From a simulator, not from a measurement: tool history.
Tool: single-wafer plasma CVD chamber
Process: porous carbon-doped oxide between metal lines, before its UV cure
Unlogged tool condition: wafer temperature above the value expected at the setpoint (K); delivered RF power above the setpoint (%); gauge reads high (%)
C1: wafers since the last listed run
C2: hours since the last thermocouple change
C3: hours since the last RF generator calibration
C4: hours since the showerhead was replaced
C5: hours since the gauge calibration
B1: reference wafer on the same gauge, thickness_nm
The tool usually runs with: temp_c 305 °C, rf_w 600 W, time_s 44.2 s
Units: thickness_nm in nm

Run 1, hour 0: usual settings; C1 0; C2 997.9; C3 1539.8; C4 5456.3; C5 19.4; B1 323.046. Result: thickness_nm 255.275 nm.
Run 2, hour 16.7: usual settings; C1 244; C2 1014.6; C3 1556.5; C4 5473; C5 36.1; B1 323.186. Result: thickness_nm 255.401 nm.
Run 3, hour 34.5: usual settings but temp_c 316 °C; C1 260; C2 1032.4; C3 1574.3; C4 5490.8; C5 53.9; B1 322.863. Result: thickness_nm 242.661 nm.
Run 4, hour 47.2: usual settings but temp_c 316 °C; C1 186; C2 1045.1; C3 1587; C4 5503.5; C5 66.6; B1 322.927. Result: thickness_nm 242.19 nm.
Run 5, hour 60.8: usual settings but temp_c 316 °C; C1 199; C2 1058.7; C3 1600.6; C4 5517.1; C5 80.2; B1 323.188. Result: thickness_nm 242.907 nm.
Run 6, hour 74.8: usual settings; C1 205; C2 1072.7; C3 1614.6; C4 5531.1; C5 94.2; B1 323.066. Result: thickness_nm 255.501 nm.
Run 7, hour 92.7: usual settings; C1 262; C2 1090.6; C3 1632.5; C4 5549; C5 112.1; B1 323.059. Result: thickness_nm 255.615 nm.
Run 8, hour 108: usual settings; C1 224; C2 1105.9; C3 1647.8; C4 5564.3; C5 127.4; B1 322.971. Result: thickness_nm 255.945 nm.
Run 9, hour 120.9: usual settings; C1 189; C2 1118.8; C3 1660.7; C4 5577.2; C5 140.3; B1 322.908. Result: thickness_nm 255.445 nm.
At hour 133.9: showerhead replaced.
Run 10, hour 135.6: usual settings; C1 98; C2 1133.5; C3 1675.4; C4 1.7; C5 155; B1 323.008. Result: thickness_nm 255.455 nm.
Run 11, hour 151.2: usual settings; C1 228; C2 1149.1; C3 1691; C4 17.3; C5 170.6; B1 323.179. Result: thickness_nm 255.143 nm.
At hour 165.1: thermocouple changed; heater temperature recalibrated.
Run 12, hour 166.2: usual settings but temp_c 312 °C; C1 102; C2 1.1; C3 1706; C4 32.3; C5 185.6; B1 323.014. Result: thickness_nm 246.531 nm.
Run 13, hour 173: usual settings; C1 99; C2 7.9; C3 1712.8; C4 39.1; C5 192.4; B1 323.149. Result: thickness_nm 255.571 nm.
At hour 187.2: gauge calibrated.
At hour 194.6: RF generator calibrated.
Run 14, hour 195.1: usual settings but temp_c 319 °C, rf_w 540 W, time_s 40.8 s; C1 206; C2 30; C3 0.5; C4 61.2; C5 7.9; B1 322.906. Result: thickness_nm 216.652 nm.
Run 15, hour 200.1: usual settings but rf_w 715 W; C1 73; C2 35; C3 5.5; C4 66.2; C5 12.9; B1 322.916. Result: thickness_nm 303.024 nm.
Run 16, hour 213.8: usual settings; C1 200; C2 48.7; C3 19.2; C4 79.9; C5 26.6; B1 322.987. Result: thickness_nm 267.673 nm.
Run 17, hour 221.5: usual settings but temp_c 293 °C, time_s 38.1 s; C1 112; C2 56.4; C3 26.9; C4 87.6; C5 34.3; B1 322.986. Result: thickness_nm 247.289 nm.
Run 18, hour 229.4: usual settings; C1 115; C2 64.3; C3 34.8; C4 95.5; C5 42.2; B1 323.032. Result: thickness_nm 268.827 nm.
Run 19, hour 241.2: usual settings but temp_c 299 °C, rf_w 515 W; C1 172; C2 76.1; C3 46.6; C4 107.3; C5 54; B1 323.112. Result: thickness_nm 247.793 nm.
Run 20, hour 256.5: usual settings but temp_c 314 °C, rf_w 685 W, time_s 48.2 s; C1 224; C2 91.4; C3 61.9; C4 122.6; C5 69.3; B1 322.959. Result: thickness_nm 305.753 nm.

A few steps of thickness_nm between consecutive runs. Split each: what settings, incoming material and random variation would produce without the hidden state, and what is left over for the hidden state, along with gauge scatter present in only one of the two compared results (measured, and without hidden state):
Run 5 -> 6: temp_c 316 -> 305. thickness_nm +12.594 nm: hidden state -0.717, all else +13.311.
Run 13 -> 14: temp_c 305 -> 319, rf_w 600 -> 540, time_s 44.2 -> 40.8, gauge calibrated, RF generator calibrated. thickness_nm -38.919 nm: hidden state +13.843, all else -52.762.
Run 14 -> 15: temp_c 319 -> 305, rf_w 540 -> 715, time_s 40.8 -> 44.2. thickness_nm +86.372 nm: hidden state -0.239, all else +86.611.
Run 19 -> 20: temp_c 299 -> 314, rf_w 515 -> 685, time_s 44.2 -> 48.2. thickness_nm +57.96 nm: hidden state -0.606, all else +58.566.
